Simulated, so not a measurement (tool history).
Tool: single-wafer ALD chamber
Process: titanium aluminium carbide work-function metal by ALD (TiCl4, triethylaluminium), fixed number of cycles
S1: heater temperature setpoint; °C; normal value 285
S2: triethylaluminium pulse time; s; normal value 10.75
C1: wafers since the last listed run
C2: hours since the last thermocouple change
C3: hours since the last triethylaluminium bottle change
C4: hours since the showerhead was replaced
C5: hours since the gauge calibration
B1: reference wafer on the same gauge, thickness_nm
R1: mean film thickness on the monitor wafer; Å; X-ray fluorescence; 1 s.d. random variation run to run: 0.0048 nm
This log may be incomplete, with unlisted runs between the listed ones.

Run 1, day 0: usual settings but S1 295 °C, S2 9.38 s; C1 0; C2 1481; C3 798.7; C4 3717.4; C5 57.1; B1 1.619. Result: R1 18.58 Å.
Run 2, day 0.5: usual settings but S1 295 °C, S2 9.38 s; C1 141; C2 1493; C3 810.7; C4 3729.4; C5 69.1; B1 1.621. Result: R1 18.54 Å.
Run 3, day 1.367: usual settings but S1 295 °C, S2 9.38 s; C1 244; C2 1513.8; C3 831.5; C4 3750.2; C5 89.9; B1 1.62. Result: R1 18.54 Å.
Run 4, day 2.604: usual settings but S2 12.82 s; C1 349; C2 1543.5; C3 861.2; C4 3779.9; C5 119.6; B1 1.621. Result: R1 18.83 Å.
Run 5, day 3.708: usual settings but S2 12.82 s; C1 311; C2 1570; C3 887.7; C4 3806.4; C5 146.1; B1 1.621. Result: R1 18.88 Å.
Run 6, day 4.575: usual settings but S2 12.82 s; C1 244; C2 1590.8; C3 908.5; C4 3827.2; C5 166.9; B1 1.62. Result: R1 18.95 Å.
Run 7, day 5.212: usual settings; C1 179; C2 1606.1; C3 923.8; C4 3842.5; C5 182.2; B1 1.62. Result: R1 18.34 Å.
Run 8, day 5.767: usual settings but S1 291 °C; C1 156; C2 1619.4; C3 937.1; C4 3855.8; C5 195.5; B1 1.62. Result: R1 18.86 Å.
Run 9, day 6.292: usual settings but S1 291 °C; C1 148; C2 1632; C3 949.7; C4 3868.4; C5 208.1; B1 1.619. Result: R1 18.81 Å.
Run 10, day 7.108: usual settings but S1 275 °C, S2 11.77 s; C1 230; C2 1651.6; C3 969.3; C4 3888; C5 227.7; B1 1.619. Result: R1 17.86 Å.
Run 11, day 7.642: usual settings but S1 275 °C, S2 11.77 s; C1 150; C2 1664.4; C3 982.1; C4 3900.8; C5 240.5; B1 1.621. Result: R1 17.94 Å.
Run 12, day 8.467: usual settings but S2 13.67 s; C1 232; C2 1684.2; C3 1001.9; C4 3920.6; C5 260.3; B1 1.619. Result: R1 18.93 Å.
Run 13, day 9.05: usual settings but S2 13.67 s; C1 164; C2 1698.2; C3 1015.9; C4 3934.6; C5 274.3; B1 1.621. Result: R1 18.95 Å.
Run 14, day 9.762: usual settings but S2 13.67 s; C1 201; C2 1715.3; C3 1033; C4 3951.7; C5 291.4; B1 1.62. Result: R1 18.94 Å.
Run 15, day 10.358: usual settings but S1 272 °C, S2 9.62 s; C1 168; C2 1729.6; C3 1047.3; C4 3966; C5 305.7; B1 1.62. Result: R1 16.86 Å.
At day 11.45: thermocouple changed; heater temperature recalibrated.
Run 16, day 11.471: usual settings but S2 9.12 s; C1 219; C2 0.5; C3 1074; C4 3992.7; C5 332.4; B1 1.618. Result: R1 17.78 Å.
Run 17, day 11.783: usual settings but S1 271 °C; C1 88; C2 8; C3 1081.5; C4 4000.2; C5 339.9; B1 1.621. Result: R1 17.65 Å.
Run 18, day 13.25: usual settings but S1 295 °C, S2 9.38 s; C1 414; C2 43.2; C3 1116.7; C4 4035.4; C5 375.1; B1 1.621. Result: R1 18.62 Å.
Run 19, day 13.896: usual settings but S1 272 °C, S2 15.02 s; C1 182; C2 58.7; C3 1132.2; C4 4050.9; C5 390.6; B1 1.62. Result: R1 18.24 Å.
At day 15.838: triethylaluminium bottle replaced.
At day 16.712: showerhead replaced.
Run 20, day 16.8: usual settings but S1 298 °C, S2 9.57 s; C1 631; C2 128.4; C3 23.1; C4 2.1; C5 460.3; B1 1.619. Result: R1 19.45 Å.
Run 21, day 17.721: usual settings but S2 9.12 s; C1 259; C2 150.5; C3 45.2; C4 24.2; C5 482.4; B1 1.62. Result: R1 18.13 Å.
At day 18.212: gauge calibrated.
Run 22, day 18.938: usual settings but S1 291 °C; C1 343; C2 179.7; C3 74.4; C4 53.4; C5 17.4; B1 1.622. Result: R1 19.43 Å.
Run 23, day 19.6: usual settings but S1 295 °C, S2 13.63 s; C1 187; C2 195.6; C3 90.3; C4 69.3; C5 33.3; B1 1.62. Result: R1 20.04 Å.
Run 24, day 20.596: usual settings; C1 281; C2 219.5; C3 114.2; C4 93.2; C5 57.2; B1 1.619. Result: R1 18.89 Å.
Run 25, day 21.604: usual settings; C1 284; C2 243.7; C3 138.4; C4 117.4; C5 81.4; B1 1.62. Result: R1 18.89 Å.
Run 26, day 22.912: usual settings; C1 369; C2 275.1; C3 169.8; C4 148.8; C5 112.8; B1 1.62. Result: R1 18.77 Å.
Run 27, day 23.412: usual settings but S1 273 °C, S2 14.94 s; C1 141; C2 287.1; C3 181.8; C4 160.8; C5 124.8; B1 1.621. Result: R1 18.36 Å.
Run 28, day 24.354: usual settings but S1 300 °C, S2 9.45 s; C1 265; C2 309.7; C3 204.4; C4 183.4; C5 147.4; B1 1.62. Result: R1 19.42 Å.
Run 29, day 25.012: usual settings but S1 280 °C; C1 185; C2 325.5; C3 220.2; C4 199.2; C5 163.2; B1 1.62. Result: R1 18.48 Å.

A few steps of R1 between consecutive runs. Split each: what settings, incoming material and random variation would produce without the hidden state, and what is left over for the hidden state, along with gauge scatter present in only one of the two compared results (measured, and without hidden state):
What the log doesn't record here: wafer temperature above the value expected at the setpoint (K); triethylaluminium dose above that of a fresh bottle (%); gauge reads high (%).
Run 14 -> 15: S1 285 -> 272, S2 13.67 -> 9.62. R1 -2.08 Å: hidden state -0.31, all else -1.77.
Run 18 -> 19: S1 295 -> 272, S2 9.38 -> 15.02. R1 -0.38 Å: hidden state +0.52, all else -0.9.
Run 20 -> 21: S1 298 -> 285, S2 9.57 -> 9.12. R1 -1.32 Å: hidden state -0.02, all else -1.3.

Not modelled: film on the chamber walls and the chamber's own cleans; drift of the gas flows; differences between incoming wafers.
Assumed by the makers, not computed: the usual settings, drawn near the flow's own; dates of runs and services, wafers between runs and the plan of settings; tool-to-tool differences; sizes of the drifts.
